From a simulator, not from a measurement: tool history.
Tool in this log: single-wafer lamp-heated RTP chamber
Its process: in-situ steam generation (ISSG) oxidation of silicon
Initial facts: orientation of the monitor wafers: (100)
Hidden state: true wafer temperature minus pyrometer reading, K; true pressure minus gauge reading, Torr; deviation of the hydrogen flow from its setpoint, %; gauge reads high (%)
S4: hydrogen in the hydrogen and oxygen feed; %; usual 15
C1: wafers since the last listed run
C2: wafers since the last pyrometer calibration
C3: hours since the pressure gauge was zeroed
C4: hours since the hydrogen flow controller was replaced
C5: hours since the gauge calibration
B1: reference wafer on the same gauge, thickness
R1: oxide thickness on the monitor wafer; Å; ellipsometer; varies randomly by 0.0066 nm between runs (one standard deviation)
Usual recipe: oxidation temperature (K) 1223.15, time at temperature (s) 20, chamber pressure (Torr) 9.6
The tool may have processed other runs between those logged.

Run 1, hour 0.0: usual settings; C1 0; C2 2546; C3 1187.1; C4 4943.3; C5 342.7; B1 3.621. Result: R1 44.34 Å.
Run 2, hour 14.7: usual settings; C1 164; C2 2711; C3 1201.8; C4 4958.0; C5 357.4; B1 3.617. Result: R1 44.20 Å.
Run 3, hour 42.7: usual settings; C1 314; C2 3025; C3 1229.8; C4 4986.0; C5 385.4; B1 3.622. Result: R1 44.27 Å.
Run 4, hour 74.7: usual settings; C1 359; C2 3384; C3 1261.8; C4 5018.0; C5 417.4; B1 3.620. Result: R1 44.32 Å.
Run 5, hour 99.4: usual settings but chamber pressure (Torr) 8.4; C1 277; C2 3661; C3 1286.5; C4 5042.7; C5 442.1; B1 3.622. Result: R1 44.71 Å.
Run 6, hour 130.4: usual settings but time at temperature (s) 22; C1 347; C2 4009; C3 1317.5; C4 5073.7; C5 473.1; B1 3.620. Result: R1 46.02 Å.
Run 7, hour 144.6: usual settings but time at temperature (s) 22; C1 159; C2 4168; C3 1331.7; C4 5087.9; C5 487.3; B1 3.619. Result: R1 46.24 Å.
At hour 159.9: hydrogen flow controller replaced.
Run 8, hour 169.9: usual settings but oxidation temperature (K) 1237.15, time at temperature (s) 17; C1 194; C2 4362; C3 1357.0; C4 10.0; C5 512.6; B1 3.617. Result: R1 43.18 Å.
Run 9, hour 184.6: usual settings; C1 164; C2 4527; C3 1371.7; C4 24.7; C5 527.3; B1 3.622. Result: R1 44.34 Å.
Run 10, hour 215.3: usual settings; C1 344; C2 4872; C3 1402.4; C4 55.4; C5 558.0; B1 3.621. Result: R1 44.36 Å.
Run 11, hour 231.0: usual settings but time at temperature (s) 16, chamber pressure (Torr) 8.5; C1 176; C2 5048; C3 1418.1; C4 71.1; C5 573.7; B1 3.622. Result: R1 40.95 Å.
At hour 291.0: gauge calibrated.
Run 12, hour 301.6: usual settings but time at temperature (s) 26; C1 792; C2 5840; C3 1488.7; C4 141.7; C5 10.6; B1 3.620. Result: R1 49.77 Å.
Run 13, hour 337.9: usual settings but S4 11 %; C1 407; C2 6247; C3 1525.0; C4 178.0; C5 46.9; B1 3.620. Result: R1 41.64 Å.
At hour 378.8: pyrometer window cleaned and pyrometer calibrated.
Run 14, hour 379.3: usual settings but oxidation temperature (K) 1218.15, chamber pressure (Torr) 8.3; C1 374; C2 5; C3 1566.4; C4 219.4; C5 88.3; B1 3.619. Result: R1 43.75 Å.
At hour 398.3: pressure gauge zeroed.
Run 15, hour 409.2: usual settings but time at temperature (s) 22; C1 245; C2 251; C3 10.9; C4 249.3; C5 118.2; B1 3.620. Result: R1 45.95 Å.
Run 16, hour 421.6: usual settings but oxidation temperature (K) 1206.15; C1 139; C2 390; C3 23.3; C4 261.7; C5 130.6; B1 3.619. Result: R1 41.93 Å.
Run 17, hour 445.4: usual settings but time at temperature (s) 22; C1 267; C2 657; C3 47.1; C4 285.5; C5 154.4; B1 3.620. Result: R1 45.88 Å.
Run 18, hour 461.4: usual settings but time at temperature (s) 16, chamber pressure (Torr) 8.5; C1 179; C2 836; C3 63.1; C4 301.5; C5 170.4; B1 3.623. Result: R1 40.54 Å.
Run 19, hour 480.6: usual settings but time at temperature (s) 22; C1 215; C2 1052; C3 82.3; C4 320.7; C5 189.6; B1 3.621. Result: R1 46.10 Å.
Run 20, hour 499.1: usual settings but oxidation temperature (K) 1209.15, time at temperature (s) 27; C1 207; C2 1259; C3 100.8; C4 339.2; C5 208.1; B1 3.620. Result: R1 48.14 Å.
Run 21, hour 526.6: usual settings but oxidation temperature (K) 1215.15, chamber pressure (Torr) 9.0, S4 11 %; C1 308; C2 1568; C3 128.3; C4 366.7; C5 235.6; B1 3.619. Result: R1 40.91 Å.

What the log doesn't show, run by run:
true pressure minus gauge reading, Torr: 0 across all the runs
deviation of the hydrogen flow from its setpoint, %: 0 across all the runs
gauge reads high (%): 0 across all the runs
H1: true wafer temperature minus pyrometer reading, K
run     H1
  1   2.76
  2   2.84
  3   2.97
  4   3.09
  5   3.17
  6   3.26
  7    3.3
  8   3.35
  9   3.38
 10   3.44
 11   3.46
 12   3.55
 13   3.58
 14  0.242
 15  0.778
 16  0.974
 17   1.32
 18   1.52
 19   1.74
 20   1.94
 21   2.19
